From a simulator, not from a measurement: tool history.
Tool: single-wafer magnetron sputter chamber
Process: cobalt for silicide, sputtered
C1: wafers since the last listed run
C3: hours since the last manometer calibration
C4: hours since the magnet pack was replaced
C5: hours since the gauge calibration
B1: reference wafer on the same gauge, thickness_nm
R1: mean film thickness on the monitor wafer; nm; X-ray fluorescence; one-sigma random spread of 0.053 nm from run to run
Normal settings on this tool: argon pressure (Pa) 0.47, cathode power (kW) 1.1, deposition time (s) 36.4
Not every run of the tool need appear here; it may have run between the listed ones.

{"run": 1, "hour": 0.0, "argon pressure (Pa)": 0.47, "cathode power (kW)": 1.1, "deposition time (s)": 36.4, "C1": 0, "wafers on the sputter target": 4504, "C3": 445.3, "C4": 4951.7, "C5": 0.1, "B1": 18.695, "R1": 17.684}
{"hour": 40.6, "done": "sputter target and shields replaced"}
{"run": 2, "hour": 53.4, "argon pressure (Pa)": 0.47, "cathode power (kW)": 1.1, "deposition time (s)": 36.4, "C1": 1064, "wafers on the sputter target": 300, "C3": 498.7, "C4": 5005.1, "C5": 53.5, "B1": 18.707, "R1": 18.256}
{"run": 3, "hour": 94.9, "argon pressure (Pa)": 0.47, "cathode power (kW)": 1.1, "deposition time (s)": 36.4, "C1": 973, "wafers on the sputter target": 1273, "C3": 540.2, "C4": 5046.6, "C5": 95, "B1": 18.699, "R1": 18.248}
{"run": 4, "hour": 118.9, "argon pressure (Pa)": 0.47, "cathode power (kW)": 1.1, "deposition time (s)": 36.4, "C1": 562, "wafers on the sputter target": 1836, "C3": 564.2, "C4": 5070.6, "C5": 119, "B1": 18.692, "R1": 18.248}
{"run": 5, "hour": 169.4, "argon pressure (Pa)": 0.47, "cathode power (kW)": 1.1, "deposition time (s)": 36.4, "C1": 1184, "wafers on the sputter target": 3020, "C3": 614.7, "C4": 5121.1, "C5": 169.5, "B1": 18.688, "R1": 18.041}
{"run": 6, "hour": 197.0, "argon pressure (Pa)": 0.47, "cathode power (kW)": 1.1, "deposition time (s)": 36.4, "C1": 647, "wafers on the sputter target": 3667, "C3": 642.3, "C4": 5148.7, "C5": 197.1, "B1": 18.711, "R1": 17.948}
{"run": 7, "hour": 223.6, "argon pressure (Pa)": 0.47, "cathode power (kW)": 1.1, "deposition time (s)": 36.4, "C1": 623, "wafers on the sputter target": 4291, "C3": 668.9, "C4": 5175.3, "C5": 223.7, "B1": 18.728, "R1": 17.914}
{"hour": 236.4, "done": "sputter target and shields replaced"}
{"run": 8, "hour": 279.2, "argon pressure (Pa)": 0.542, "cathode power (kW)": 1.2, "deposition time (s)": 36.4, "C1": 1116, "wafers on the sputter target": 1003, "C3": 724.5, "C4": 5230.9, "C5": 279.3, "B1": 18.696, "R1": 18.45}
{"run": 9, "hour": 350.3, "argon pressure (Pa)": 0.542, "cathode power (kW)": 1.2, "deposition time (s)": 36.4, "C1": 1667, "wafers on the sputter target": 2671, "C3": 795.6, "C4": 5302, "C5": 350.4, "B1": 18.692, "R1": 18.307}
{"run": 10, "hour": 413.5, "argon pressure (Pa)": 0.542, "cathode power (kW)": 1.2, "deposition time (s)": 36.4, "C1": 1482, "wafers on the sputter target": 4153, "C3": 858.8, "C4": 5365.2, "C5": 413.6, "B1": 18.694, "R1": 18.015}
{"hour": 437.4, "done": "sputter target and shields replaced, repeated, since the last time left the tool worse"}
{"run": 11, "hour": 579.4, "argon pressure (Pa)": 0.47, "cathode power (kW)": 1.1, "deposition time (s)": 36.4, "C1": 3702, "wafers on the sputter target": 3330, "C3": 1024.7, "C4": 5531.1, "C5": 579.5, "B1": 18.699, "R1": 17.997}
{"run": 12, "hour": 631.1, "argon pressure (Pa)": 0.334, "cathode power (kW)": 0.85, "deposition time (s)": 43.3, "C1": 1212, "wafers on the sputter target": 4543, "C3": 1076.4, "C4": 5582.8, "C5": 631.2, "B1": 18.698, "R1": 17.076}
{"hour": 648.0, "done": "gauge calibrated"}
{"hour": 666.8, "done": "capacitance manometer re-zeroed and calibrated"}
{"hour": 672.7, "done": "sputter target and shields replaced"}
{"run": 13, "hour": 685.9, "argon pressure (Pa)": 0.407, "cathode power (kW)": 1.25, "deposition time (s)": 36.4, "C1": 959, "wafers on the sputter target": 309, "C3": 19.1, "C4": 5637.6, "C5": 37.9, "B1": 18.715, "R1": 21.01}
{"hour": 714.1, "done": "magnet pack replaced"}
{"run": 14, "hour": 731.2, "argon pressure (Pa)": 0.47, "cathode power (kW)": 1.35, "deposition time (s)": 30.4, "C1": 874, "wafers on the sputter target": 1184, "C3": 64.4, "C4": 17.1, "C5": 83.2, "B1": 18.698, "R1": 18.534}
{"run": 15, "hour": 757.6, "argon pressure (Pa)": 0.306, "cathode power (kW)": 1.3, "deposition time (s)": 41.2, "C1": 619, "wafers on the sputter target": 1803, "C3": 90.8, "C4": 43.5, "C5": 109.6, "B1": 18.69, "R1": 25.453}
{"run": 16, "hour": 814.1, "argon pressure (Pa)": 0.633, "cathode power (kW)": 1.1, "deposition time (s)": 41.8, "C1": 1324, "wafers on the sputter target": 3128, "C3": 147.3, "C4": 100, "C5": 166.1, "B1": 18.713, "R1": 19.66}
{"run": 17, "hour": 855.5, "argon pressure (Pa)": 0.383, "cathode power (kW)": 1.1, "deposition time (s)": 42.9, "C1": 970, "wafers on the sputter target": 4099, "C3": 188.7, "C4": 141.4, "C5": 207.5, "B1": 18.717, "R1": 21.557}
{"hour": 910.1, "done": "sputter target and shields replaced"}
{"run": 18, "hour": 924.8, "argon pressure (Pa)": 0.542, "cathode power (kW)": 1.2, "deposition time (s)": 36.4, "C1": 1437, "wafers on the sputter target": 345, "C3": 258, "C4": 210.7, "C5": 276.8, "B1": 18.695, "R1": 19.435}
{"run": 19, "hour": 970.4, "argon pressure (Pa)": 0.47, "cathode power (kW)": 1.3, "deposition time (s)": 36.4, "C1": 1069, "wafers on the sputter target": 1414, "C3": 303.6, "C4": 256.3, "C5": 322.4, "B1": 18.69, "R1": 21.46}
{"run": 20, "hour": 1000.2, "argon pressure (Pa)": 0.605, "cathode power (kW)": 1.1, "deposition time (s)": 30.4, "C1": 698, "wafers on the sputter target": 2113, "C3": 333.4, "C4": 286.1, "C5": 352.2, "B1": 18.706, "R1": 14.494}

Run 21 comes next. What will it give?
{"run": 21, "hour": 1071.5, "argon pressure (Pa)": 0.47, "cathode power (kW)": 1.1, "deposition time (s)": 36.4, "C1": 1671, "wafers on the sputter target": 3785, "C3": 404.7, "C4": 357.4, "C5": 423.5, "B1": "?", "R1": "?"}

B1: 18.703
R1: 17.975 nm
With no hidden state in the tool, this same run would have given R1 18.306 nm.
